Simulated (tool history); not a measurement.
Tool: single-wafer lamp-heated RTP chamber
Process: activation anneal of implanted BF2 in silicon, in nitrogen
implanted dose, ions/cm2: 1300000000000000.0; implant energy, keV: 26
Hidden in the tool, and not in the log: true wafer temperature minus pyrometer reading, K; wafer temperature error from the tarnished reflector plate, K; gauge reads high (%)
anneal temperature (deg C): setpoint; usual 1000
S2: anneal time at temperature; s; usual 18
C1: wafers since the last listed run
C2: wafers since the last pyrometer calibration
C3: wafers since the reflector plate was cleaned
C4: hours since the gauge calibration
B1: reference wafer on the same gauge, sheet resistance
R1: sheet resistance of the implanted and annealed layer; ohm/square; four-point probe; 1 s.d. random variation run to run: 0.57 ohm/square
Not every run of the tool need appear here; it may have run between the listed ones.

run 1 hour=0.0 | anneal_temperature_(deg_C)=1000 S2=18 | C1=0 C2=5597 C3=1566 C4=787.8 | B1=191.85 | R1=155.26
run 2 hour=70.2 | anneal_temperature_(deg_C)=1000 S2=18 | C1=1081 C2=6679 C3=2647 C4=858.0 | B1=192.09 | R1=154.63
run 3 hour=131.1 | anneal_temperature_(deg_C)=1000 S2=18 | C1=938 C2=7617 C3=3585 C4=918.9 | B1=191.95 | R1=153.81
run 4 hour=194.8 | anneal_temperature_(deg_C)=1022 S2=25 | C1=981 C2=8598 C3=4567 C4=982.6 | B1=192.17 | R1=128.02
-- hour=220.9 pyrometer window cleaned and pyrometer calibrated
run 5 hour=287.1 | anneal_temperature_(deg_C)=1022 S2=25 | C1=1298 C2=1019 C3=5865 C4=1074.9 | B1=191.95 | R1=129.51
run 6 hour=331.7 | anneal_temperature_(deg_C)=1022 S2=25 | C1=687 C2=1706 C3=6552 C4=1119.5 | B1=191.93 | R1=128.21
run 7 hour=409.6 | anneal_temperature_(deg_C)=1000 S2=18 | C1=1200 C2=2906 C3=7753 C4=1197.4 | B1=192.01 | R1=153.09
run 8 hour=507.0 | anneal_temperature_(deg_C)=1000 S2=18 | C1=1500 C2=4407 C3=9253 C4=1294.8 | B1=191.92 | R1=153.56
run 9 hour=558.0 | anneal_temperature_(deg_C)=1000 S2=18 | C1=785 C2=5193 C3=10039 C4=1345.8 | B1=191.97 | R1=152.80
-- hour=617.6 gauge calibrated
run 10 hour=639.3 | anneal_temperature_(deg_C)=1029 S2=27 | C1=1252 C2=6445 C3=11291 C4=21.7 | B1=191.95 | R1=121.56
-- hour=709.4 reflector plate cleaned
run 11 hour=722.4 | anneal_temperature_(deg_C)=1000 S2=18 | C1=1156 C2=7602 C3=199 C4=104.8 | B1=192.28 | R1=155.62
-- hour=808.0 pyrometer window cleaned and pyrometer calibrated
run 12 hour=828.0 | anneal_temperature_(deg_C)=1000 S2=18 | C1=1503 C2=308 C3=1703 C4=210.4 | B1=191.89 | R1=157.59
run 13 hour=889.8 | anneal_temperature_(deg_C)=1000 S2=12 | C1=952 C2=1260 C3=2655 C4=272.2 | B1=192.06 | R1=163.83
run 14 hour=1121.5 | anneal_temperature_(deg_C)=983 S2=7 | C1=3569 C2=4829 C3=6224 C4=503.9 | B1=192.00 | R1=189.26
run 15 hour=1159.7 | anneal_temperature_(deg_C)=1018 S2=28 | C1=588 C2=5418 C3=6813 C4=542.1 | B1=191.88 | R1=128.79
run 16 hour=1207.1 | anneal_temperature_(deg_C)=1030 S2=28 | C1=730 C2=6148 C3=7543 C4=589.5 | B1=191.97 | R1=120.72
run 17 hour=1282.5 | anneal_temperature_(deg_C)=974 S2=28 | C1=1161 C2=7309 C3=8705 C4=664.9 | B1=192.03 | R1=176.28
run 18 hour=1327.7 | anneal_temperature_(deg_C)=984 S2=28 | C1=696 C2=8006 C3=9401 C4=710.1 | B1=192.00 | R1=161.95
run 19 hour=1371.3 | anneal_temperature_(deg_C)=1000 S2=13 | C1=671 C2=8677 C3=10073 C4=753.7 | B1=191.97 | R1=158.41

Pick out some run-to-run changes in R1. Of each, how much would a tool without hidden state show as well, from the settings, what came in and chance, and how much is left for the hidden state and any gauge scatter not in both results compared?
Run 14 -> 15: anneal temperature (deg C) 983 -> 1018, S2 7 -> 28. R1 -60.47 ohm/square: hidden state +1.78, all else -62.25.
Run 16 -> 17: anneal temperature (deg C) 1030 -> 974. R1 +55.56 ohm/square: hidden state -5.15, all else +60.71.
